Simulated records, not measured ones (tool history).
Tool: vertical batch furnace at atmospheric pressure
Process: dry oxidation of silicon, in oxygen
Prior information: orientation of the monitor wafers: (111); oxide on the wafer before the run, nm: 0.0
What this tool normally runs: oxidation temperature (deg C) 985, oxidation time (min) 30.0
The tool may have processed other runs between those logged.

run	hour	oxidation temperature (deg C)	oxidation time (min)	wafers since the last listed run	hours since the last temperature calibration	hours since the boat lift was adjusted	hours since the gauge calibration	read-back reference wafer on the same gauge, thickness	oxide thickness on the monitor wafer (nm)
1	0.0	985	36.0	0	2346.2	4549.5	818.4	35.59	46.38
2	14.3	968	22.0	198	2360.5	4563.8	832.7	35.59	29.17
3	30.8	968	22.0	228	2377.0	4580.3	849.2	35.61	29.11
4	53.8	985	30.0	318	2400.0	4603.3	872.2	35.59	41.10
5	68.7	985	30.0	206	2414.9	4618.2	887.1	35.62	40.94
6	97.5	985	30.0	399	2443.7	4647.0	915.9	35.62	41.01
7	112.2	985	30.0	203	2458.4	4661.7	930.6	35.58	41.12
8	137.0	985	30.0	343	2483.2	4686.5	955.4	35.60	40.92
9	154.7	985	30.0	245	2500.9	4704.2	973.1	35.61	41.10
# hour 186.8: thermocouples replaced and temperature profile calibrated
10	187.3	985	30.0	119	0.5	4736.8	1005.7	35.60	39.76
11	192.5	985	30.0	72	5.7	4742.0	1010.9	35.60	39.60
12	218.0	985	30.0	353	31.2	4767.5	1036.4	35.59	39.76
13	246.5	996	30.0	395	59.7	4796.0	1064.9	35.62	43.52
# hour 335.9: gauge calibrated
# hour 346.6: boat lift adjusted
14	347.1	996	30.0	1062	160.3	0.5	11.2	35.61	43.42
15	384.5	985	30.0	518	197.7	37.9	48.6	35.62	40.00
16	411.1	985	30.0	368	224.3	64.5	75.2	35.62	40.30
17	426.3	985	30.0	210	239.5	79.7	90.4	35.61	39.96
18	452.9	1000	22.5	368	266.1	106.3	117.0	35.63	36.98
19	488.5	994	21.0	493	301.7	141.9	152.6	35.60	33.60
20	512.2	985	22.0	328	325.4	165.6	176.3	35.58	32.45
21	534.9	964	16.5	314	348.1	188.3	199.0	35.63	22.81
22	557.9	1007	22.5	318	371.1	211.3	222.0	35.61	39.70
23	592.2	993	39.0	475	405.4	245.6	256.3	35.57	50.83
24	612.5	985	36.0	281	425.7	265.9	276.6	35.59	45.65
25	630.5	995	30.0	249	443.7	283.9	294.6	35.59	43.73
26	645.1	985	19.5	202	458.3	298.5	309.2	35.60	30.14
27	659.9	985	30.0	205	473.1	313.3	324.0	35.58	40.16
28	676.2	985	30.0	226	489.4	329.6	340.3	35.59	40.40
29	702.3	985	30.0	361	515.5	355.7	366.4	35.60	40.60
30	721.7	985	30.0	269	534.9	375.1	385.8	35.56	40.06
31	753.7	992	44.0	443	566.9	407.1	417.8	35.61	54.90
32	788.9	985	40.0	488	602.1	442.3	453.0	35.63	49.36
33	822.9	974	19.5	471	636.1	476.3	487.0	35.60	27.71
34	835.7	985	36.0	177	648.9	489.1	499.8	35.59	45.78
35	869.3	992	20.0	465	682.5	522.7	533.4	35.55	32.71
36	890.2	985	30.0	289	703.4	543.6	554.3	35.60	40.46
37	912.6	985	37.0	310	725.8	566.0	576.7	35.61	46.70
38	944.4	964	16.5	440	757.6	597.8	608.5	35.59	23.02
39	959.3	968	30.0	206	772.5	612.7	623.4	35.56	35.65

Run-by-run hidden state of the tool:
monitor wafer colder than the profiled boat position, K: 0 in every run
gauge reads high (%): 0 in every run
H1: true tube temperature minus thermocouple reading, K
run	H1
1	4.8
2	4.8
3	4.81
4	4.82
5	4.82
6	4.83
7	4.84
8	4.84
9	4.85
10	0.541
11	0.571
12	0.718
13	0.876
14	1.39
15	1.57
16	1.69
17	1.76
18	1.87
19	2.02
20	2.12
21	2.2
22	2.29
23	2.42
24	2.49
25	2.55
26	2.6
27	2.65
28	2.7
29	2.79
30	2.85
31	2.94
32	3.05
33	3.14
34	3.17
35	3.26
36	3.32
37	3.37
38	3.45
39	3.48

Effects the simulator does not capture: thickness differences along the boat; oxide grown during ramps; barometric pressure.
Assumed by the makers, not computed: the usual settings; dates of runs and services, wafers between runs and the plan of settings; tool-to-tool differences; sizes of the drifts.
